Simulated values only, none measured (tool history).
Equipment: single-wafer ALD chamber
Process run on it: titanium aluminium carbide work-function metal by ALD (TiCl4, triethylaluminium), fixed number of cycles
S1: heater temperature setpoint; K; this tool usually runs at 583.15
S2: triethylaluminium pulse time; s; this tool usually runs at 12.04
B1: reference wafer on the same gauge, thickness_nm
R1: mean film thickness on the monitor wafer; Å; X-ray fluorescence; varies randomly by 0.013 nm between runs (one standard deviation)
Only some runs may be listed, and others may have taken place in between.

{"run": 1, "hour": 0.0, "S1": 583.15, "S2": 12.04, "B1": 2.436, "R1": 22.01}
{"run": 2, "hour": 25.7, "S1": 583.15, "S2": 12.04, "B1": 2.428, "R1": 22.13}
{"run": 3, "hour": 60.4, "S1": 583.15, "S2": 12.04, "B1": 2.425, "R1": 22.07}
{"run": 4, "hour": 78.8, "S1": 583.15, "S2": 13.5, "B1": 2.426, "R1": 22.26}
{"run": 5, "hour": 98.9, "S1": 571.15, "S2": 13.16, "B1": 2.423, "R1": 20.9}
{"run": 6, "hour": 119.1, "S1": 583.15, "S2": 12.04, "B1": 2.425, "R1": 21.86}
{"run": 7, "hour": 134.1, "S1": 583.15, "S2": 12.04, "B1": 2.424, "R1": 21.97}
{"run": 8, "hour": 146.3, "S1": 593.15, "S2": 12.04, "B1": 2.416, "R1": 23.15}
{"hour": 155.3, "done": "triethylaluminium bottle replaced"}
{"hour": 223.6, "done": "showerhead replaced"}
{"run": 9, "hour": 253.0, "S1": 583.15, "S2": 10.89, "B1": 2.409, "R1": 21.64}
{"run": 10, "hour": 273.3, "S1": 572.15, "S2": 8.53, "B1": 2.406, "R1": 19.08}
{"run": 11, "hour": 306.4, "S1": 591.15, "S2": 10.13, "B1": 2.406, "R1": 22.04}
{"run": 12, "hour": 322.2, "S1": 576.15, "S2": 8.61, "B1": 2.4, "R1": 19.48}
{"run": 13, "hour": 337.0, "S1": 583.15, "S2": 12.04, "B1": 2.4, "R1": 21.7}
{"hour": 366.6, "done": "thermocouple changed; heater temperature recalibrated"}
{"run": 14, "hour": 367.1, "S1": 583.15, "S2": 12.04, "B1": 2.397, "R1": 21.6}
{"run": 15, "hour": 382.2, "S1": 583.15, "S2": 12.04, "B1": 2.395, "R1": 21.84}
{"run": 16, "hour": 399.5, "S1": 583.15, "S2": 12.04, "B1": 2.395, "R1": 21.99}
{"run": 17, "hour": 422.4, "S1": 569.15, "S2": 7.69, "B1": 2.399, "R1": 17.86}
{"run": 18, "hour": 438.8, "S1": 583.15, "S2": 12.04, "B1": 2.393, "R1": 21.87}
{"hour": 471.7, "done": "gauge calibrated"}
{"run": 19, "hour": 473.3, "S1": 583.15, "S2": 12.04, "B1": 2.476, "R1": 22.38}
{"run": 20, "hour": 494.8, "S1": 593.15, "S2": 8.39, "B1": 2.475, "R1": 21.38}
{"run": 21, "hour": 519.2, "S1": 583.15, "S2": 16.58, "B1": 2.466, "R1": 22.79}
{"run": 22, "hour": 542.4, "S1": 595.15, "S2": 12.04, "B1": 2.47, "R1": 23.57}
{"run": 23, "hour": 564.8, "S1": 583.15, "S2": 8.46, "B1": 2.468, "R1": 20.82}
{"run": 24, "hour": 619.0, "S1": 583.15, "S2": 12.04, "B1": 2.461, "R1": 22.48}
{"run": 25, "hour": 636.3, "S1": 587.15, "S2": 12.04, "B1": 2.456, "R1": 22.82}
{"run": 26, "hour": 662.5, "S1": 592.15, "S2": 12.04, "B1": 2.459, "R1": 23.56}
{"run": 27, "hour": 697.0, "S1": 583.15, "S2": 8.25, "B1": 2.45, "R1": 20.43}
{"run": 28, "hour": 735.0, "S1": 594.15, "S2": 10.34, "B1": 2.451, "R1": 22.8}
{"run": 29, "hour": 768.5, "S1": 583.15, "S2": 10.56, "B1": 2.446, "R1": 21.74}
{"run": 30, "hour": 786.9, "S1": 583.15, "S2": 12.04, "B1": 2.448, "R1": 22.22}
{"run": 31, "hour": 799.3, "S1": 583.15, "S2": 12.04, "B1": 2.441, "R1": 22.01}
{"run": 32, "hour": 814.5, "S1": 569.15, "S2": 15.3, "B1": 2.441, "R1": 20.79}

What if the next run were any one of these 5? Each begins from the tool's condition after run 32:
{"run": "A", "hour": 814.9, "S1": 583.15, "S2": 12.04, "B1": "?", "R1": "?"}
{"run": "B", "hour": 814.9, "S1": 576.15, "S2": 10.43, "B1": "?", "R1": "?"}
{"run": "C", "hour": 814.9, "S1": 583.15, "S2": 10.71, "B1": "?", "R1": "?"}
{"run": "D", "hour": 814.9, "S1": 570.15, "S2": 16.39, "B1": "?", "R1": "?"}
{"run": "E", "hour": 814.9, "S1": 583.15, "S2": 8.96, "B1": "?", "R1": "?"}

run=A B1=2.442 R1=22.01
run=B B1=2.442 R1=20.87
run=C B1=2.442 R1=21.69
run=D B1=2.442 R1=20.94
run=E B1=2.442 R1=20.77
Without the tool's unlogged condition, the same runs would have read:
run=A R1=22.25
run=B R1=21.10
run=C R1=21.93
run=D R1=21.17
run=E R1=21.00

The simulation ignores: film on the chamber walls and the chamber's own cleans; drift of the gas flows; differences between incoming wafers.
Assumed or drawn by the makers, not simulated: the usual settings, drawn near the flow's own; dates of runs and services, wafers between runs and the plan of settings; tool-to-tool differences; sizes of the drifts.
